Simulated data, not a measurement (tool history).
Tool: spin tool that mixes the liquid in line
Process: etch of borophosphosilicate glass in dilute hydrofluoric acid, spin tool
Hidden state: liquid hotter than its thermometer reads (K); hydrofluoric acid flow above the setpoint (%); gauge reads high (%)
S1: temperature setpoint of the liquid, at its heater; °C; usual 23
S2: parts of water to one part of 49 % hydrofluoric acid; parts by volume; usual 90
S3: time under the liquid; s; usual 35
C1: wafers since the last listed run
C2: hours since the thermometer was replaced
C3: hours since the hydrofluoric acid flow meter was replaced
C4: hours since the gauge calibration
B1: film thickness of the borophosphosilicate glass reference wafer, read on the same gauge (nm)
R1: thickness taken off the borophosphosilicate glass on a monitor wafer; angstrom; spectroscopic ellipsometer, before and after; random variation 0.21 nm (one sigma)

run 1 hour=0 | S1=23 S2=90 S3=35 | C1=0 C2=1735.8 C3=671 C4=1042.1 | B1=154.68 | R1=236.8
run 2 hour=42.9 | S1=23 S2=90 S3=35 | C1=907 C2=1778.7 C3=713.9 C4=1085 | B1=155.02 | R1=240.6
run 3 hour=67.8 | S1=23 S2=90 S3=30 | C1=526 C2=1803.6 C3=738.8 C4=1109.9 | B1=155.2 | R1=205.9
run 4 hour=106.5 | S1=23 S2=90 S3=35 | C1=818 C2=1842.3 C3=777.5 C4=1148.6 | B1=155.55 | R1=238.8
run 5 hour=142.1 | S1=23 S2=90 S3=35 | C1=752 C2=1877.9 C3=813.1 C4=1184.2 | B1=155.88 | R1=240.7
run 6 hour=209.7 | S1=23 S2=90 S3=35 | C1=1429 C2=1945.5 C3=880.7 C4=1251.8 | B1=156.56 | R1=239.8
run 7 hour=235.5 | S1=23 S2=60 S3=40 | C1=545 C2=1971.3 C3=906.5 C4=1277.6 | B1=156.82 | R1=425
run 8 hour=305.2 | S1=23 S2=60 S3=40 | C1=1474 C2=2041 C3=976.2 C4=1347.3 | B1=157.51 | R1=429.8
run 9 hour=354.1 | S1=23 S2=90 S3=45 | C1=1034 C2=2089.9 C3=1025.1 C4=1396.2 | B1=158.02 | R1=316.2
run 10 hour=418.1 | S1=23 S2=90 S3=45 | C1=1353 C2=2153.9 C3=1089.1 C4=1460.2 | B1=158.77 | R1=311.3
-- hour=446.4 gauge calibrated
run 11 hour=488.5 | S1=23 S2=90 S3=45 | C1=1488 C2=2224.3 C3=1159.5 C4=42.1 | B1=149.95 | R1=295.1
run 12 hour=513.5 | S1=23 S2=90 S3=40 | C1=528 C2=2249.3 C3=1184.5 C4=67.1 | B1=149.98 | R1=260.8
run 13 hour=567.6 | S1=23 S2=90 S3=40 | C1=1144 C2=2303.4 C3=1238.6 C4=121.2 | B1=150.01 | R1=262
-- hour=583.7 thermometer replaced
run 14 hour=629.1 | S1=23 S2=90 S3=40 | C1=1279 C2=45.4 C3=1300.1 C4=182.7 | B1=150.1 | R1=261.3
run 15 hour=668.2 | S1=24.5 S2=125 S3=35 | C1=826 C2=84.5 C3=1339.2 C4=221.8 | B1=150.2 | R1=170.5
run 16 hour=732.9 | S1=19.5 S2=105 S3=25 | C1=1368 C2=149.2 C3=1403.9 C4=286.5 | B1=150.24 | R1=121.3
run 17 hour=795.3 | S1=23 S2=90 S3=35 | C1=1319 C2=211.6 C3=1466.3 C4=348.9 | B1=150.41 | R1=228.5
run 18 hour=833.3 | S1=21 S2=90 S3=35 | C1=803 C2=249.6 C3=1504.3 C4=386.9 | B1=150.55 | R1=213.5
run 19 hour=868.2 | S1=19.5 S2=105 S3=25 | C1=738 C2=284.5 C3=1539.2 C4=421.8 | B1=150.59 | R1=120.7
run 20 hour=906.1 | S1=23 S2=75 S3=35 | C1=801 C2=322.4 C3=1577.1 C4=459.7 | B1=150.78 | R1=285
-- hour=920.4 hydrofluoric acid flow meter replaced
run 21 hour=946.7 | S1=19 S2=125 S3=55 | C1=837 C2=363 C3=26.3 C4=500.3 | B1=150.95 | R1=212.9
run 22 hour=973 | S1=23 S2=90 S3=35 | C1=556 C2=389.3 C3=52.6 C4=526.6 | B1=151.1 | R1=229.7
run 23 hour=1008.7 | S1=19 S2=70 S3=20 | C1=755 C2=425 C3=88.3 C4=562.3 | B1=151.17 | R1=149.2
run 24 hour=1053.3 | S1=23 S2=60 S3=45 | C1=943 C2=469.6 C3=132.9 C4=606.9 | B1=151.38 | R1=475
run 25 hour=1091.3 | S1=21 S2=90 S3=30 | C1=803 C2=507.6 C3=170.9 C4=644.9 | B1=151.59 | R1=185.9
run 26 hour=1138.1 | S1=23 S2=60 S3=35 | C1=989 C2=554.4 C3=217.7 C4=691.7 | B1=151.86 | R1=361.6
run 27 hour=1182.1 | S1=23 S2=105 S3=20 | C1=930 C2=598.4 C3=261.7 C4=735.7 | B1=152.08 | R1=111.5
run 28 hour=1214 | S1=23 S2=90 S3=35 | C1=674 C2=630.3 C3=293.6 C4=767.6 | B1=152.27 | R1=233.1
run 29 hour=1261.9 | S1=23 S2=90 S3=35 | C1=1013 C2=678.2 C3=341.5 C4=815.5 | B1=152.56 | R1=234.2
run 30 hour=1291 | S1=28 S2=80 S3=15 | C1=615 C2=707.3 C3=370.6 C4=844.6 | B1=152.76 | R1=140.4

5 ways to go on from here, each from the tool as it stands after run 30. What would each give?
run A hour=1291.4 | S1=23 S2=90 S3=35 | C1=8 C2=707.7 C3=371 C4=845 | B1=? | R1=?
run B hour=1291.4 | S1=23 S2=60 S3=55 | C1=8 C2=707.7 C3=371 C4=845 | B1=? | R1=?
run C hour=1291.4 | S1=20 S2=50 S3=55 | C1=8 C2=707.7 C3=371 C4=845 | B1=? | R1=?
run D hour=1291.4 | S1=19 S2=80 S3=45 | C1=8 C2=707.7 C3=371 C4=845 | B1=? | R1=?
run E hour=1291.4 | S1=24.5 S2=70 S3=55 | C1=8 C2=707.7 C3=371 C4=845 | B1=? | R1=?

run=A B1=152.77 R1=238.1
run=B B1=152.77 R1=582.7
run=C B1=152.77 R1=624.5
run=D B1=152.77 R1=295.6
run=E B1=152.77 R1=524.1
Without the tool's hidden state the same runs would have given:
run=A R1=233.8
run=B R1=572.2
run=C R1=613.2
run=D R1=290.3
run=E R1=514.7

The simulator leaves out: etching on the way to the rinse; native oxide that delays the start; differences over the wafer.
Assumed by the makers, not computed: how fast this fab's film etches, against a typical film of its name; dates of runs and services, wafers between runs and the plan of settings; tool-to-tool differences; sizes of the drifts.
